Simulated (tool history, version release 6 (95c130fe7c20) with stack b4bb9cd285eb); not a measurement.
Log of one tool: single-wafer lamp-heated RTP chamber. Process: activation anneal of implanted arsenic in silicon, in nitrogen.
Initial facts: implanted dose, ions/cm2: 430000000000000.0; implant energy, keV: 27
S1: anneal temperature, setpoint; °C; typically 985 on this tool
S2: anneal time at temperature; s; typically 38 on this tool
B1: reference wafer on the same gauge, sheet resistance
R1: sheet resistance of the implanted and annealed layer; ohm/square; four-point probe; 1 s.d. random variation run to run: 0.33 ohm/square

run     day    S1  S2      B1      R1
  1       0   974  38  184.08  217.42
  2   1.771   985  38  184.02  216.65
      2.733  -- gauge calibrated
  3   4.262   985  38   183.9   216.6
      5.812  -- pyrometer window cleaned and pyrometer calibrated
  4   7.246   985  38  184.05  218.69
  5  11.646   985  38  183.95  217.41
  6  15.375   985  38     184  217.54
     17.021  -- reflector plate cleaned
     18.804  -- pyrometer window cleaned and pyrometer calibrated
  7  18.825   985  38  183.99   218.1
  8  21.483   985  55   183.9  215.97
  9  25.467   985  38  184.01  216.81
 10  27.983  1000  56  184.03  213.88
 11  30.433  1000  56  183.94  213.43
     33.612  -- pyrometer window cleaned and pyrometer calibrated
 12  33.633  1012  22  184.07  217.77
     33.788  -- gauge calibrated
 13  37.629   985  38  184.08  217.91
 14  41.138   969  20  183.98   220.8
 15  42.883  1012  38  184.03   214.3

Here are 3 independent what-if runs from the current tool condition. What would each one return?
  A  42.9   964  38   ?   ?
  B  42.9  1002  53   ?   ?
  C  42.9  1008  29   ?   ?

run      B1      R1
  A  183.87  219.32
  B  183.87  213.77
  C  183.87  216.06
The same runs, with their run-to-run variation unchanged, on a tool lacking any hidden condition would have given:
run      R1
  A  219.95
  B  214.72
  C  216.91
